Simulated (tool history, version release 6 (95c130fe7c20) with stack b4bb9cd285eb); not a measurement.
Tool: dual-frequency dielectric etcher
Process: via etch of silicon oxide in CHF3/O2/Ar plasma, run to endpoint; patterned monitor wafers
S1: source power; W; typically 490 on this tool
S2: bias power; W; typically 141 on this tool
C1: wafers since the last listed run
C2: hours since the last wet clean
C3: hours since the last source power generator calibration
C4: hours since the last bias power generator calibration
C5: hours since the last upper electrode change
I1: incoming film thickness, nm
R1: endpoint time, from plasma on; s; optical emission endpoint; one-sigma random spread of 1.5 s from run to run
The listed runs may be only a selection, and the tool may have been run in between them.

run,hour,S1,S2,C1,C2,C3,C4,C5,I1,R1
1,0.0,450,141,0,386.9,2913.4,4217.7,4832.6,411.1,251.8
2,17.7,450,141,98,404.6,2931.1,4235.4,4850.3,412.6,251.0
3,43.8,450,141,144,430.7,2957.2,4261.5,4876.4,413.3,254.9
4,57.4,550,141,75,444.3,2970.8,4275.1,4890.0,412.4,240.0
5,88.4,520,162,171,475.3,3001.8,4306.1,4921.0,412.7,237.2
6,102.4,590,141,77,489.3,3015.8,4320.1,4935.0,415.7,234.2
7,119.6,590,141,95,506.5,3033.0,4337.3,4952.2,409.0,231.8
8,148.2,490,124,158,535.1,3061.6,4365.9,4980.8,416.1,258.8
9,161.6,490,126,74,548.5,3075.0,4379.3,4994.2,412.6,255.5
10,192.6,490,126,171,579.5,3106.0,4410.3,5025.2,413.8,257.8
# hour 238.8: wet clean of the chamber
11,239.3,490,126,125,0.5,3152.7,4457.0,5071.9,414.3,246.4
12,240.5,560,141,6,1.7,3153.9,4458.2,5073.1,412.2,230.0
13,265.1,560,141,136,26.3,3178.5,4482.8,5097.7,411.7,229.6
14,288.4,440,106,129,49.6,3201.8,4506.1,5121.0,416.9,260.2
# hour 298.7: bias power generator calibrated
# hour 308.5: source power generator calibrated
# hour 393.8: upper electrode replaced
15,396.2,420,174,420,157.4,87.7,97.5,2.4,411.8,242.5
16,411.7,490,141,85,172.9,103.2,113.0,17.9,411.5,241.6
17,438.6,380,175,149,199.8,130.1,139.9,44.8,413.3,252.7
18,455.6,370,113,94,216.8,147.1,156.9,61.8,409.0,272.8
19,476.2,540,155,114,237.4,167.7,177.5,82.4,410.4,231.2
20,495.4,370,173,106,256.6,186.9,196.7,101.6,415.5,258.2
21,515.9,390,175,113,277.1,207.4,217.2,122.1,416.3,252.8
22,545.9,560,113,166,307.1,237.4,247.2,152.1,415.5,247.1
23,576.5,390,107,169,337.7,268.0,277.8,182.7,411.6,276.9
24,599.9,490,119,129,361.1,291.4,301.2,206.1,410.9,251.7
25,613.7,570,152,76,374.9,305.2,315.0,219.9,411.4,233.4
26,640.4,490,141,147,401.6,331.9,341.7,246.6,412.7,249.2

Alternative continuations, all from the tool just after run 26; predict every row:
A,640.9,380,141,2,402.1,332.4,342.2,247.1,412.6,?
B,640.9,490,117,2,402.1,332.4,342.2,247.1,412.6,?
C,640.9,450,126,2,402.1,332.4,342.2,247.1,412.6,?
D,640.9,380,161,2,402.1,332.4,342.2,247.1,412.6,?
E,640.9,420,154,2,402.1,332.4,342.2,247.1,412.6,?

run,R1
A,268.8
B,257.2
C,260.8
D,261.9
E,256.5
What these runs would have given with no unlogged condition in the tool:
run,R1
A,257.0
B,246.0
C,249.4
D,250.4
E,245.3
